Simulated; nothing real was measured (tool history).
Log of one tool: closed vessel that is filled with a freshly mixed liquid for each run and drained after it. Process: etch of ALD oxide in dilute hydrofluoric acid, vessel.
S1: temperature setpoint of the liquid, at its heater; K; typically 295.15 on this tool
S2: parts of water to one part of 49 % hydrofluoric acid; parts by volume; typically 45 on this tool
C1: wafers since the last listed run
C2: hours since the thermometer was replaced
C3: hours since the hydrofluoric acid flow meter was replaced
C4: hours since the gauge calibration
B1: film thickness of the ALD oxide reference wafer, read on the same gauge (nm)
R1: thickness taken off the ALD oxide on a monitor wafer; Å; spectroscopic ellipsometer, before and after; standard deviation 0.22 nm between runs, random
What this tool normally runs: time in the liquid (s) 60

run 1 day=0.000 | S1=295.15 S2=45 time_in_the_liquid_(s)=60 | C1=0 C2=383.4 C3=1514.2 C4=310.3 | B1=30.01 | R1=286.2
run 2 day=3.912 | S1=295.15 S2=45 time_in_the_liquid_(s)=60 | C1=9064 C2=477.3 C3=1608.1 C4=404.2 | B1=30.01 | R1=287.9
run 3 day=8.133 | S1=295.15 S2=45 time_in_the_liquid_(s)=60 | C1=9778 C2=578.6 C3=1709.4 C4=505.5 | B1=30.01 | R1=287.6
run 4 day=12.004 | S1=295.15 S2=60 time_in_the_liquid_(s)=60 | C1=8967 C2=671.5 C3=1802.3 C4=598.4 | B1=30.00 | R1=208.1
run 5 day=15.062 | S1=295.15 S2=45 time_in_the_liquid_(s)=60 | C1=7085 C2=744.9 C3=1875.7 C4=671.8 | B1=29.99 | R1=285.9
run 6 day=16.883 | S1=295.15 S2=45 time_in_the_liquid_(s)=60 | C1=4218 C2=788.6 C3=1919.4 C4=715.5 | B1=30.00 | R1=284.2
run 7 day=18.925 | S1=295.15 S2=45 time_in_the_liquid_(s)=60 | C1=4730 C2=837.6 C3=1968.4 C4=764.5 | B1=29.98 | R1=283.4
run 8 day=22.279 | S1=295.15 S2=45 time_in_the_liquid_(s)=60 | C1=7770 C2=918.1 C3=2048.9 C4=845.0 | B1=30.04 | R1=284.5
run 9 day=25.183 | S1=295.15 S2=45 time_in_the_liquid_(s)=60 | C1=6728 C2=987.8 C3=2118.6 C4=914.7 | B1=30.01 | R1=287.8
-- day=26.029 hydrofluoric acid flow meter replaced
run 10 day=26.888 | S1=295.15 S2=45 time_in_the_liquid_(s)=60 | C1=3851 C2=1028.7 C3=20.6 C4=955.6 | B1=29.98 | R1=298.5
run 11 day=29.146 | S1=295.15 S2=45 time_in_the_liquid_(s)=60 | C1=5232 C2=1082.9 C3=74.8 C4=1009.8 | B1=30.00 | R1=294.7
run 12 day=32.333 | S1=295.15 S2=45 time_in_the_liquid_(s)=70 | C1=7384 C2=1159.4 C3=151.3 C4=1086.3 | B1=30.01 | R1=343.5
run 13 day=36.504 | S1=295.15 S2=45 time_in_the_liquid_(s)=70 | C1=9662 C2=1259.5 C3=251.4 C4=1186.4 | B1=29.95 | R1=348.9
run 14 day=40.800 | S1=292.65 S2=45 time_in_the_liquid_(s)=40 | C1=9952 C2=1362.6 C3=354.5 C4=1289.5 | B1=29.94 | R1=176.3
run 15 day=43.996 | S1=297.15 S2=40 time_in_the_liquid_(s)=45 | C1=7404 C2=1439.3 C3=431.2 C4=1366.2 | B1=30.00 | R1=271.5
-- day=46.071 gauge calibrated
run 16 day=47.158 | S1=293.15 S2=30 time_in_the_liquid_(s)=35 | C1=7326 C2=1515.2 C3=507.1 C4=26.1 | B1=29.96 | R1=240.6
-- day=48.396 thermometer replaced
run 17 day=49.983 | S1=295.15 S2=45 time_in_the_liquid_(s)=60 | C1=6448 C2=38.1 C3=574.9 C4=93.9 | B1=30.02 | R1=294.4
run 18 day=52.996 | S1=295.15 S2=35 time_in_the_liquid_(s)=60 | C1=6979 C2=110.4 C3=647.2 C4=166.2 | B1=30.01 | R1=383.0
run 19 day=54.650 | S1=297.15 S2=30 time_in_the_liquid_(s)=35 | C1=3832 C2=150.1 C3=686.9 C4=205.9 | B1=30.00 | R1=284.6
run 20 day=58.650 | S1=295.15 S2=55 time_in_the_liquid_(s)=90 | C1=9267 C2=246.1 C3=782.9 C4=301.9 | B1=30.00 | R1=355.4
run 21 day=62.000 | S1=292.65 S2=45 time_in_the_liquid_(s)=50 | C1=7761 C2=326.5 C3=863.3 C4=382.3 | B1=29.96 | R1=220.8
run 22 day=66.450 | S1=295.15 S2=45 time_in_the_liquid_(s)=95 | C1=10309 C2=433.3 C3=970.1 C4=489.1 | B1=29.99 | R1=457.2
run 23 day=70.367 | S1=295.15 S2=45 time_in_the_liquid_(s)=60 | C1=9074 C2=527.3 C3=1064.1 C4=583.1 | B1=30.00 | R1=293.3
run 24 day=73.479 | S1=295.15 S2=45 time_in_the_liquid_(s)=40 | C1=7210 C2=602.0 C3=1138.8 C4=657.8 | B1=29.99 | R1=193.9
run 25 day=75.254 | S1=295.15 S2=45 time_in_the_liquid_(s)=30 | C1=4112 C2=644.6 C3=1181.4 C4=700.4 | B1=29.98 | R1=146.5
run 26 day=79.546 | S1=291.15 S2=45 time_in_the_liquid_(s)=60 | C1=9942 C2=747.6 C3=1284.4 C4=803.4 | B1=30.02 | R1=246.1
run 27 day=81.533 | S1=295.15 S2=45 time_in_the_liquid_(s)=60 | C1=4604 C2=795.3 C3=1332.1 C4=851.1 | B1=29.99 | R1=289.4

Predict each of these 5 candidate next runs independently; none follows another, all start after run 27:
run A day=81.562 | S1=295.15 S2=55 time_in_the_liquid_(s)=60 | C1=67 C2=796.0 C3=1332.8 C4=851.8 | B1=? | R1=?
run B day=81.562 | S1=292.65 S2=25 time_in_the_liquid_(s)=85 | C1=67 C2=796.0 C3=1332.8 C4=851.8 | B1=? | R1=?
run C day=81.562 | S1=293.15 S2=45 time_in_the_liquid_(s)=75 | C1=67 C2=796.0 C3=1332.8 C4=851.8 | B1=? | R1=?
run D day=81.562 | S1=292.15 S2=45 time_in_the_liquid_(s)=60 | C1=67 C2=796.0 C3=1332.8 C4=851.8 | B1=? | R1=?
run E day=81.562 | S1=297.15 S2=40 time_in_the_liquid_(s)=40 | C1=67 C2=796.0 C3=1332.8 C4=851.8 | B1=? | R1=?

run=A B1=30.00 R1=235.9
run=B B1=30.00 R1=686.6
run=C B1=30.00 R1=335.5
run=D B1=30.00 R1=257.2
run=E B1=30.00 R1=239.7
The same runs, with their run-to-run variation unchanged, on a tool lacking any hidden condition would have given:
run=A R1=243.8
run=B R1=708.7
run=C R1=346.5
run=D R1=265.6
run=E R1=247.6
